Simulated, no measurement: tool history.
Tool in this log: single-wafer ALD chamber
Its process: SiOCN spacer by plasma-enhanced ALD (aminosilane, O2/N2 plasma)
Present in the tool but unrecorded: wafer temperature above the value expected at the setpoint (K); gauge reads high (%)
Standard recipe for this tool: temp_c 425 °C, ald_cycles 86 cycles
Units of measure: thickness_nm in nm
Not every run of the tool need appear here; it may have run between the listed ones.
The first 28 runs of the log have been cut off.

run	hour	temp_c	ald_cycles	wafers since the last listed run	hours since the last thermocouple change	hours since the gauge calibration	read-back reference wafer on the same gauge, thickness_nm	thickness_nm
29	319.5	425	86	51	140.1	143.4	4.485	4.798
30	334.1	438	96	43	154.7	158	4.482	5.087
31	347.2	438	92	38	167.8	171.1	4.487	4.85
32	370.9	425	86	70	191.5	194.8	4.488	4.801
33	378.7	425	86	23	199.3	202.6	4.487	4.786
34	409.9	419	86	92	230.5	233.8	4.492	4.896
35	424.6	425	71	43	245.2	248.5	4.493	3.949
36	435.6	432	98	32	256.2	259.5	4.492	5.297
37	442.4	421	86	20	263	266.3	4.495	4.86
38	459.1	425	92	49	279.7	283	4.494	5.127
# hour 467.8: gauge calibrated
39	471.7	425	86	37	292.3	3.9	4.435	4.735
40	485.6	415	86	41	306.2	17.8	4.443	4.919
41	502.7	432	86	50	323.3	34.9	4.45	4.644
42	512.8	425	94	29	333.4	45	4.455	5.21
43	544.3	414	86	93	364.9	76.5	4.462	4.962
44	564.3	415	86	59	384.9	96.5	4.47	4.941

4 options for the next run, each taken on its own from the tool as it stands now. Forecast them:
A	564.9	425	80	1	385.5	97.1	?	?
B	564.9	411	100	1	385.5	97.1	?	?
C	564.9	429	71	1	385.5	97.1	?	?
D	564.9	438	75	1	385.5	97.1	?	?

run	read-back reference wafer on the same gauge, thickness_nm	thickness_nm
A	4.473	4.43
B	4.473	5.825
C	4.473	3.874
D	4.473	3.954
With no hidden state in the tool, these same runs would have given:
run	thickness_nm
A	4.4
B	5.785
C	3.848
D	3.927
